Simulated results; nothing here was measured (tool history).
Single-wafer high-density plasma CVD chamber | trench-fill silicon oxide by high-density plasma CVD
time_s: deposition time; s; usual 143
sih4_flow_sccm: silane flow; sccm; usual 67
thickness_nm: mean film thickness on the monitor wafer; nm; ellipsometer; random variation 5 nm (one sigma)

run,hour,time_s,sih4_flow_sccm,wafers since the last listed run,hours since the silane flow controller was replaced,hours since the gauge calibration,"read-back reference wafer on the same gauge, thickness_nm",thickness_nm
1,0.0,143,67,0,2055.7,397.0,1124.238,940.613
2,71.2,143,67,646,2126.9,468.2,1124.658,941.268
3,112.1,143,67,371,2167.8,509.1,1124.766,940.159
4,172.5,143,67,548,2228.2,569.5,1124.159,940.410
5,245.8,131,67,665,2301.5,642.8,1122.571,866.586
6,318.3,143,67,658,2374.0,715.3,1122.500,939.900
# hour 424.1: gauge calibrated
7,589.8,143,67,2464,2645.5,165.7,1123.689,933.947
# hour 622.5: silane flow controller replaced
8,639.7,131,78,380,17.2,215.6,1123.462,969.099
9,692.6,143,67,480,70.1,268.5,1124.565,902.402
# hour 771.2: silane flow controller replaced, repeated, since the last time left the tool worse
10,868.6,152,67,1524,97.4,444.5,1123.851,1026.249
11,916.9,156,67,438,145.7,492.8,1123.631,1054.390
12,957.3,170,76,366,186.1,533.2,1123.753,1297.048
13,1012.0,133,67,496,240.8,587.9,1123.501,897.954
14,1052.4,116,67,366,281.2,628.3,1124.634,793.000

Hidden state or all else? Some run-to-run changes of thickness_nm, split into what the settings, what came in and random variation would give without the hidden state, and what is left for the hidden state (with any gauge scatter that isn't in both results):
The hidden state here: delivered silane flow above the setpoint (%); gauge reads high (%).
Run 9 -> 10: time_s 143 -> 152, silane flow controller replaced, repeated, since the last time left the tool worse. thickness_nm +123.847 nm: hidden state +68.169, all else +55.678.
Run 12 -> 13: time_s 170 -> 133, sih4_flow_sccm 76 -> 67. thickness_nm -399.094 nm: hidden state +2.328, all else -401.422.

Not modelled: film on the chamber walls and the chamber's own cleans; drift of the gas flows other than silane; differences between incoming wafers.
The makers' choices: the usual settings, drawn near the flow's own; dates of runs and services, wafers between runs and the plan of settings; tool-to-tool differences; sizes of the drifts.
